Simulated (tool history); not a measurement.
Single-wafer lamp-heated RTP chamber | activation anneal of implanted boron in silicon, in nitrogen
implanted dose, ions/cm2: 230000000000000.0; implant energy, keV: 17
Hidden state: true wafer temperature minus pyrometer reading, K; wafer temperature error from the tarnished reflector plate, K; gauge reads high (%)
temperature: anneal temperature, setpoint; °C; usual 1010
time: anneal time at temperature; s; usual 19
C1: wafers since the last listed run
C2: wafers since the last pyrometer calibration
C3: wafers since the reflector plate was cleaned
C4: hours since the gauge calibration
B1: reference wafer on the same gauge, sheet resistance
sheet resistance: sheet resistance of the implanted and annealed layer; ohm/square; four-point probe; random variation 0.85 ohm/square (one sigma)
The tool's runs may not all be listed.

{"run": 1, "hour": 0.0, "temperature": 1010, "time": 12, "C1": 0, "C2": 2694, "C3": 9244, "C4": 1590.7, "B1": 449.06, "sheet resistance": 409.56}
{"run": 2, "hour": 70.5, "temperature": 1010, "time": 12, "C1": 1469, "C2": 4164, "C3": 10713, "C4": 1661.2, "B1": 449.48, "sheet resistance": 408.76}
{"run": 3, "hour": 109.8, "temperature": 1010, "time": 12, "C1": 819, "C2": 4984, "C3": 11533, "C4": 1700.5, "B1": 449.45, "sheet resistance": 408.84}
{"run": 4, "hour": 168.5, "temperature": 1010, "time": 19, "C1": 1223, "C2": 6207, "C3": 12757, "C4": 1759.2, "B1": 449.83, "sheet resistance": 408.63}
{"hour": 183.1, "done": "reflector plate cleaned"}
{"run": 5, "hour": 194.0, "temperature": 1010, "time": 19, "C1": 364, "C2": 6572, "C3": 227, "C4": 1784.7, "B1": 449.82, "sheet resistance": 406.95}
{"hour": 266.1, "done": "pyrometer window cleaned and pyrometer calibrated"}
{"run": 6, "hour": 266.6, "temperature": 1010, "time": 19, "C1": 1346, "C2": 9, "C3": 1574, "C4": 1857.3, "B1": 450.1, "sheet resistance": 409.38}
{"run": 7, "hour": 315.2, "temperature": 1010, "time": 19, "C1": 1013, "C2": 1023, "C3": 2587, "C4": 1905.9, "B1": 450, "sheet resistance": 408.95}
{"run": 8, "hour": 356.7, "temperature": 1010, "time": 19, "C1": 865, "C2": 1888, "C3": 3453, "C4": 1947.4, "B1": 450.14, "sheet resistance": 409.84}
{"run": 9, "hour": 387.0, "temperature": 1010, "time": 19, "C1": 631, "C2": 2519, "C3": 4084, "C4": 1977.7, "B1": 450.57, "sheet resistance": 411.06}
{"run": 10, "hour": 591.3, "temperature": 1010, "time": 19, "C1": 4259, "C2": 6779, "C3": 8344, "C4": 2182, "B1": 451.06, "sheet resistance": 410.98}
{"hour": 638.5, "done": "pyrometer window cleaned and pyrometer calibrated"}
{"hour": 741.1, "done": "gauge calibrated"}
{"hour": 752.7, "done": "reflector plate cleaned"}
{"run": 11, "hour": 802.2, "temperature": 1010, "time": 19, "C1": 4063, "C2": 3245, "C3": 1032, "C4": 61.1, "B1": 444.9, "sheet resistance": 406.52}
{"run": 12, "hour": 833.9, "temperature": 1010, "time": 19, "C1": 660, "C2": 3906, "C3": 1692, "C4": 92.8, "B1": 444.75, "sheet resistance": 404.07}
{"run": 13, "hour": 901.8, "temperature": 1010, "time": 19, "C1": 1415, "C2": 5321, "C3": 3108, "C4": 160.7, "B1": 445.26, "sheet resistance": 404.62}
{"run": 14, "hour": 954.0, "temperature": 1010, "time": 19, "C1": 1088, "C2": 6410, "C3": 4196, "C4": 212.9, "B1": 445.49, "sheet resistance": 403.22}
{"run": 15, "hour": 978.7, "temperature": 1010, "time": 19, "C1": 514, "C2": 6925, "C3": 4711, "C4": 237.6, "B1": 445.31, "sheet resistance": 405.68}
{"hour": 1049.4, "done": "pyrometer window cleaned and pyrometer calibrated"}
{"run": 16, "hour": 1049.9, "temperature": 1023, "time": 26, "C1": 1317, "C2": 9, "C3": 6029, "C4": 308.8, "B1": 445.67, "sheet resistance": 403.17}
{"run": 17, "hour": 1119.9, "temperature": 996, "time": 27, "C1": 1459, "C2": 1469, "C3": 7488, "C4": 378.8, "B1": 445.95, "sheet resistance": 408.7}
{"run": 18, "hour": 1167.2, "temperature": 1034, "time": 11, "C1": 986, "C2": 2455, "C3": 8475, "C4": 426.1, "B1": 446.14, "sheet resistance": 403.41}
{"run": 19, "hour": 1259.0, "temperature": 1038, "time": 16, "C1": 1913, "C2": 4369, "C3": 10388, "C4": 517.9, "B1": 446.24, "sheet resistance": 402.18}
{"run": 20, "hour": 1311.3, "temperature": 1010, "time": 19, "C1": 1090, "C2": 5459, "C3": 11479, "C4": 570.2, "B1": 446.43, "sheet resistance": 406.6}

Run 21 comes next. What will it give?
{"hour": 1348.3, "done": "reflector plate cleaned"}
{"run": 21, "hour": 1353.6, "temperature": 1010, "time": 19, "C1": 715, "C2": 6174, "C3": 109, "C4": 612.5, "B1": "?", "sheet resistance": "?"}

B1: 446.48
sheet resistance: 406.12 ohm/square
Without the tool's hidden state the same run would have given sheet resistance 403.76 ohm/square.

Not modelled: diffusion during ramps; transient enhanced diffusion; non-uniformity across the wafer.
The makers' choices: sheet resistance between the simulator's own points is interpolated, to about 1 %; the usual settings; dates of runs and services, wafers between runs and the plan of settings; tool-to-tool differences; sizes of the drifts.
